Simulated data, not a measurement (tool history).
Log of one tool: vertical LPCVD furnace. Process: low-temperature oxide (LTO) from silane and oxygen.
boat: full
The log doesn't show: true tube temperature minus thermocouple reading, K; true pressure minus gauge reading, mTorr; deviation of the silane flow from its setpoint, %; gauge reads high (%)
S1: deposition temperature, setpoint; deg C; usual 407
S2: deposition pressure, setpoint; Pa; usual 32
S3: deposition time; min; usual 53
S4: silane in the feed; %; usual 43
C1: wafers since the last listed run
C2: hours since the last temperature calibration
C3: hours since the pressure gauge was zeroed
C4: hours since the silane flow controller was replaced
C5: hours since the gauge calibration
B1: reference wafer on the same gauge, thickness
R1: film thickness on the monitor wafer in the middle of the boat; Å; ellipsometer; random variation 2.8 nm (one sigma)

Run 1, hour 0: usual settings; C1 0; C2 2261.2; C3 3190.4; C4 4911.3; C5 1149.1; B1 755.15. Result: R1 6266.2 Å.
Run 2, hour 21.8: usual settings; C1 301; C2 2283; C3 3212.2; C4 4933.1; C5 1170.9; B1 756.23. Result: R1 6254.6 Å.
Run 3, hour 56.6: usual settings; C1 481; C2 2317.8; C3 3247; C4 4967.9; C5 1205.7; B1 754.71. Result: R1 6224 Å.
Run 4, hour 84.6: usual settings; C1 387; C2 2345.8; C3 3275; C4 4995.9; C5 1233.7; B1 757.15. Result: R1 6321.4 Å.
At hour 109.3: thermocouples replaced and temperature profile calibrated.
Run 5, hour 118.7: usual settings but S2 34.7 Pa, S4 37 %; C1 139; C2 9.4; C3 3309.1; C4 5030; C5 1267.8; B1 756.06. Result: R1 5747 Å.
Run 6, hour 142.3: usual settings but S2 34.7 Pa, S4 37 %; C1 326; C2 33; C3 3332.7; C4 5053.6; C5 1291.4; B1 756.41. Result: R1 5741 Å.
Run 7, hour 169.4: usual settings but S1 413 deg C; C1 374; C2 60.1; C3 3359.8; C4 5080.7; C5 1318.5; B1 755.77. Result: R1 6606.1 Å.
Run 8, hour 193.7: usual settings but S1 413 deg C; C1 335; C2 84.4; C3 3384.1; C4 5105; C5 1342.8; B1 756.31. Result: R1 6681.6 Å.
At hour 209.3: gauge calibrated.
Run 9, hour 220.4: usual settings but S1 413 deg C; C1 369; C2 111.1; C3 3410.8; C4 5131.7; C5 11.1; B1 755.68. Result: R1 6648.5 Å.
At hour 249.3: pressure gauge zeroed.
Run 10, hour 254.4: usual settings but S3 61 min; C1 138; C2 145.1; C3 5.1; C4 5165.7; C5 45.1; B1 756.09. Result: R1 7476.8 Å.
Run 11, hour 275.8: usual settings but S1 410 deg C; C1 295; C2 166.5; C3 26.5; C4 5187.1; C5 66.5; B1 756.92. Result: R1 6625.5 Å.
Run 12, hour 311.4: usual settings but S4 36 %; C1 492; C2 202.1; C3 62.1; C4 5222.7; C5 102.1; B1 756.2. Result: R1 5258.4 Å.
Run 13, hour 350.4: usual settings but S1 418 deg C, S2 35.3 Pa; C1 539; C2 241.1; C3 101.1; C4 5261.7; C5 141.1; B1 755.79. Result: R1 8100.5 Å.
Run 14, hour 376.7: usual settings but S1 399 deg C, S3 58.5 min; C1 363; C2 267.4; C3 127.4; C4 5288; C5 167.4; B1 756.17. Result: R1 6595.4 Å.
Run 15, hour 409.8: usual settings but S2 36.7 Pa; C1 457; C2 300.5; C3 160.5; C4 5321.1; C5 200.5; B1 756.57. Result: R1 7377.1 Å.
Run 16, hour 453.3: usual settings but S1 397 deg C, S2 35.3 Pa, S3 73 min, S4 36 %; C1 601; C2 344; C3 204; C4 5364.6; C5 244; B1 756.13. Result: R1 7111.9 Å.
Run 17, hour 466.2: usual settings but S2 26.7 Pa, S3 39.5 min, S4 48 %; C1 178; C2 356.9; C3 216.9; C4 5377.5; C5 256.9; B1 755.45. Result: R1 4444.2 Å.
At hour 493.6: silane flow controller replaced.
Run 18, hour 494.1: usual settings but S1 418 deg C, S2 34.7 Pa, S4 38 %; C1 53; C2 384.8; C3 244.8; C4 0.5; C5 284.8; B1 755.49. Result: R1 6788.9 Å.
Run 19, hour 525.9: usual settings but S1 396 deg C, S2 27.3 Pa, S3 33.5 min, S4 39 %; C1 439; C2 416.6; C3 276.6; C4 32.3; C5 316.6; B1 755.71. Result: R1 2779.9 Å.
Run 20, hour 556.3: usual settings but S1 399 deg C, S2 38 Pa, S4 50 %; C1 420; C2 447; C3 307; C4 62.7; C5 347; B1 755.87. Result: R1 8151.7 Å.
Run 21, hour 580.6: usual settings but S1 417 deg C, S3 36 min; C1 335; C2 471.3; C3 331.3; C4 87; C5 371.3; B1 755.95. Result: R1 4918.1 Å.
Run 22, hour 597.5: usual settings; C1 233; C2 488.2; C3 348.2; C4 103.9; C5 388.2; B1 755.81. Result: R1 6443.3 Å.
Run 23, hour 624.6: usual settings but S2 36.7 Pa, S4 50 %; C1 374; C2 515.3; C3 375.3; C4 131; C5 415.3; B1 756.52. Result: R1 8572.1 Å.
Run 24, hour 644.6: usual settings but S1 401 deg C; C1 276; C2 535.3; C3 395.3; C4 151; C5 435.3; B1 755.66. Result: R1 6063.3 Å.
Run 25, hour 672.1: usual settings but S3 66.5 min, S4 38 %; C1 380; C2 562.8; C3 422.8; C4 178.5; C5 462.8; B1 755.64. Result: R1 7059.6 Å.
Run 26, hour 703.2: usual settings; C1 429; C2 593.9; C3 453.9; C4 209.6; C5 493.9; B1 755.11. Result: R1 6503.5 Å.
Run 27, hour 725.4: usual settings but S1 402 deg C; C1 306; C2 616.1; C3 476.1; C4 231.8; C5 516.1; B1 755.93. Result: R1 6163.3 Å.
Run 28, hour 737.5: usual settings but S2 29.3 Pa; C1 167; C2 628.2; C3 488.2; C4 243.9; C5 528.2; B1 755.85. Result: R1 5890.6 Å.
Run 29, hour 761.7: usual settings; C1 334; C2 652.4; C3 512.4; C4 268.1; C5 552.4; B1 754.54. Result: R1 6511.8 Å.
Run 30, hour 784: usual settings but S3 58.5 min; C1 308; C2 674.7; C3 534.7; C4 290.4; C5 574.7; B1 755.85. Result: R1 7126.3 Å.
Run 31, hour 808.3: usual settings; C1 335; C2 699; C3 559; C4 314.7; C5 599; B1 755.76. Result: R1 6513.4 Å.
Run 32, hour 843.9: usual settings but S1 402 deg C, S2 38 Pa, S3 73.5 min, S4 35 %; C1 492; C2 734.6; C3 594.6; C4 350.3; C5 634.6; B1 755.43. Result: R1 7945 Å.

What the log doesn't show, run by run:
true tube temperature minus thermocouple reading, K: 0 in every run
deviation of the silane flow from its setpoint, %: 0 in every run
gauge reads high (%): 0 in every run
H1: true pressure minus gauge reading, mTorr
run     H1
  1  -9.57
  2   -9.7
  3   -9.9
  4  -10.1
  5  -10.3
  6  -10.4
  7  -10.6
  8  -10.7
  9  -10.9
 10  -2.31
 11  -2.31
 12  -2.31
 13  -2.32
 14  -2.32
 15  -2.33
 16  -2.35
 17  -2.35
 18  -2.36
 19  -2.38
 20  -2.39
 21  -2.41
 22  -2.42
 23  -2.43
 24  -2.45
 25  -2.47
 26  -2.49
 27  -2.51
 28  -2.52
 29  -2.54
 30  -2.56
 31  -2.59
 32  -2.62
